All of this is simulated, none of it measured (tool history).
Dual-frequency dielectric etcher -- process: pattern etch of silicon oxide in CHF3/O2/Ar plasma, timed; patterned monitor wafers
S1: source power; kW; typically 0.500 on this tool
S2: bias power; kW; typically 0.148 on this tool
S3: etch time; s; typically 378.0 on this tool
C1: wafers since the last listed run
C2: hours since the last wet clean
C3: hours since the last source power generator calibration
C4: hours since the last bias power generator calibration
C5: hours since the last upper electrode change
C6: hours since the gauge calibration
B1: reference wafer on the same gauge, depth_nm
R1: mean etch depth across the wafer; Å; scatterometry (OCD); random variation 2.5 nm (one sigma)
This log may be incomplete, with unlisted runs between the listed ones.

run    hour     S1     S2     S3   C1     C2      C3      C4      C5      C6     B1     R1
  1     0.0  0.500  0.148  378.0    0   51.0  1916.6  4268.7  4284.4  1997.7  573.4   7597
  2    52.4  0.500  0.148  378.0  147  103.4  1969.0  4321.1  4336.8  2050.1  572.8   7523
  3   116.8  0.500  0.148  378.0  181  167.8  2033.4  4385.5  4401.2  2114.5  573.5   7501
  4   144.4  0.500  0.148  378.0   77  195.4  2061.0  4413.1  4428.8  2142.1  572.8   7484
  5   195.9  0.440  0.148  378.0  145  246.9  2112.5  4464.6  4480.3  2193.6  572.4   6964
      204.3  -- bias power generator calibrated
  6   251.1  0.440  0.148  378.0  144  302.1  2167.7    46.8  4535.5  2248.8  572.8   6928
  7   283.4  0.480  0.139  378.0   91  334.4  2200.0    79.1  4567.8  2281.1  573.3   7099
  8   312.6  0.480  0.139  378.0   82  363.6  2229.2   108.3  4597.0  2310.3  572.8   7126
      367.9  -- wet clean of the chamber, repeated, since the last time left the tool worse
  9   380.3  0.480  0.139  378.0  123   12.4  2296.9   176.0  4664.7  2378.0  573.0   6834
      542.2  -- gauge calibrated
 10   542.6  0.500  0.148  378.0  457  174.7  2459.2   338.3  4827.0     0.4  572.5   7006
 11   581.5  0.400  0.165  481.0  109  213.6  2498.1   377.2  4865.9    39.3  573.0   8070
 12   622.9  0.480  0.139  378.0  116  255.0  2539.5   418.6  4907.3    80.7  572.6   6669
      661.4  -- source power generator calibrated
 13   686.1  0.500  0.131  268.0  166  318.2    24.7   481.8  4970.5   143.9  573.1   4735
 14   719.8  0.460  0.148  378.0   94  351.9    58.4   515.5  5004.2   177.6  572.6   6597
      750.8  -- wet clean of the chamber
 15   777.0  0.500  0.128  326.5   93   26.2   115.6   572.7  5061.4   234.8  573.1   5928
 16   812.3  0.460  0.164  378.0   99   61.5   150.9   608.0  5096.7   270.1  572.7   6938
 17   875.2  0.600  0.183  467.5  177  124.4   213.8   670.9  5159.6   333.0  573.2  10093
 18   926.6  0.500  0.176  347.5  144  175.8   265.2   722.3  5211.0   384.4  572.8   6784
 19   965.5  0.610  0.148  424.5  109  214.7   304.1   761.2  5249.9   423.3  572.6   8686
 20  1026.9  0.500  0.122  418.0  172  276.1   365.5   822.6  5311.3   484.7  573.0   7311
 21  1093.9  0.500  0.148  378.0  188  343.1   432.5   889.6  5378.3   551.7  573.0   6953
     1123.4  -- upper electrode replaced
 22  1127.6  0.440  0.117  486.5   27  376.8   466.2   923.3     4.2   585.4  572.6   7796
     1152.5  -- wet clean of the chamber
 23  1155.3  0.570  0.138  283.5   10    2.8   493.9   951.0    31.9   613.1  572.7   5563
 24  1184.4  0.500  0.136  378.0   81   31.9   523.0   980.1    61.0   642.2  573.2   6872
 25  1325.0  0.470  0.148  378.0  396  172.5   663.6  1120.7   201.6   782.8  572.5   6736
 26  1353.2  0.500  0.148  378.0   79  200.7   691.8  1148.9   229.8   811.0  573.3   6944
 27  1413.0  0.610  0.130  464.0  168  260.5   751.6  1208.7   289.6   870.8  572.6   9073
 28  1472.9  0.380  0.148  378.0  168  320.4   811.5  1268.6   349.5   930.7  573.7   5955
     1557.9  -- wet clean of the chamber
 29  1558.4  0.390  0.167  307.0  173    0.5   897.0  1354.1   435.0  1016.2  572.6   5247

Here are 4 independent what-if runs from the current tool condition. What would each one return?
  A  1558.9  0.500  0.148  378.0   1  1.0  897.5  1354.6  435.5  1016.7   ?   ?
  B  1558.9  0.540  0.171  378.0   1  1.0  897.5  1354.6  435.5  1016.7   ?   ?
  C  1558.9  0.460  0.148  340.0   1  1.0  897.5  1354.6  435.5  1016.7   ?   ?
  D  1558.9  0.380  0.122  378.0   1  1.0  897.5  1354.6  435.5  1016.7   ?   ?

run     B1    R1
  A  573.3  7129
  B  573.3  7706
  C  573.3  6135
  D  573.3  5833
What these runs would have given with no unlogged condition in the tool:
run    R1
  A  7113
  B  7689
  C  6121
  D  5820
